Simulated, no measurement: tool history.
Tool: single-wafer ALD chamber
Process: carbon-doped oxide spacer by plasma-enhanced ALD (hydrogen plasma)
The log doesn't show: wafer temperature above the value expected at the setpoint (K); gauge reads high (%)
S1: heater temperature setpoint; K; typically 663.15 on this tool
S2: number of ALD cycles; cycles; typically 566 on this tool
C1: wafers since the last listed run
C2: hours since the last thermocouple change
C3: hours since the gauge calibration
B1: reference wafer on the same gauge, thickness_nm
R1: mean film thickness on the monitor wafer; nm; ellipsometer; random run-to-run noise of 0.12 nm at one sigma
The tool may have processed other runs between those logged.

{"run": 1, "hour": 0.0, "S1": 663.15, "S2": 566, "C1": 0, "C2": 2138.9, "C3": 302.7, "B1": 28.779, "R1": 26.748}
{"run": 2, "hour": 28.9, "S1": 670.15, "S2": 480, "C1": 19, "C2": 2167.8, "C3": 331.6, "B1": 28.754, "R1": 22.683}
{"run": 3, "hour": 74.1, "S1": 670.15, "S2": 480, "C1": 30, "C2": 2213, "C3": 376.8, "B1": 28.723, "R1": 22.576}
{"hour": 127.5, "done": "gauge calibrated"}
{"run": 4, "hour": 144.8, "S1": 670.15, "S2": 480, "C1": 47, "C2": 2283.7, "C3": 17.3, "B1": 29.2, "R1": 23.025}
{"run": 5, "hour": 205.2, "S1": 674.15, "S2": 566, "C1": 40, "C2": 2344.1, "C3": 77.7, "B1": 29.054, "R1": 26.964}
{"run": 6, "hour": 249.3, "S1": 674.15, "S2": 566, "C1": 29, "C2": 2388.2, "C3": 121.8, "B1": 28.959, "R1": 26.64}
{"hour": 260.0, "done": "thermocouple changed; heater temperature recalibrated"}
{"run": 7, "hour": 282.5, "S1": 674.15, "S2": 566, "C1": 17, "C2": 22.5, "C3": 155, "B1": 28.953, "R1": 27.046}
{"run": 8, "hour": 346.9, "S1": 663.15, "S2": 605, "C1": 43, "C2": 86.9, "C3": 219.4, "B1": 28.888, "R1": 28.582}
{"run": 9, "hour": 411.9, "S1": 669.15, "S2": 645, "C1": 44, "C2": 151.9, "C3": 284.4, "B1": 28.824, "R1": 30.393}
{"run": 10, "hour": 475.5, "S1": 663.15, "S2": 566, "C1": 43, "C2": 215.5, "C3": 348, "B1": 28.832, "R1": 26.604}
{"hour": 501.4, "done": "gauge calibrated"}
{"run": 11, "hour": 546.1, "S1": 654.15, "S2": 661, "C1": 47, "C2": 286.1, "C3": 44.7, "B1": 29.1, "R1": 31.517}
{"run": 12, "hour": 579.0, "S1": 671.15, "S2": 566, "C1": 22, "C2": 319, "C3": 77.6, "B1": 29.004, "R1": 27.005}
{"run": 13, "hour": 606.1, "S1": 676.15, "S2": 604, "C1": 18, "C2": 346.1, "C3": 104.7, "B1": 28.948, "R1": 28.453}
{"run": 14, "hour": 651.9, "S1": 674.15, "S2": 566, "C1": 31, "C2": 391.9, "C3": 150.5, "B1": 28.902, "R1": 26.609}

Some steps in R1, run to run, broken into two amounts with sign: the step expected even without the hidden condition (settings, incoming material, random variation), and the rest, left for the hidden condition together with whatever gauge scatter is not in both the measured and the hidden-condition-free result:
Run 3 -> 4: gauge calibrated. R1 +0.449 nm: hidden state +0.357, all else +0.092.
Run 10 -> 11: S1 663.15 -> 654.15, S2 566 -> 661, gauge calibrated. R1 +4.913 nm: hidden state +0.225, all else +4.688.

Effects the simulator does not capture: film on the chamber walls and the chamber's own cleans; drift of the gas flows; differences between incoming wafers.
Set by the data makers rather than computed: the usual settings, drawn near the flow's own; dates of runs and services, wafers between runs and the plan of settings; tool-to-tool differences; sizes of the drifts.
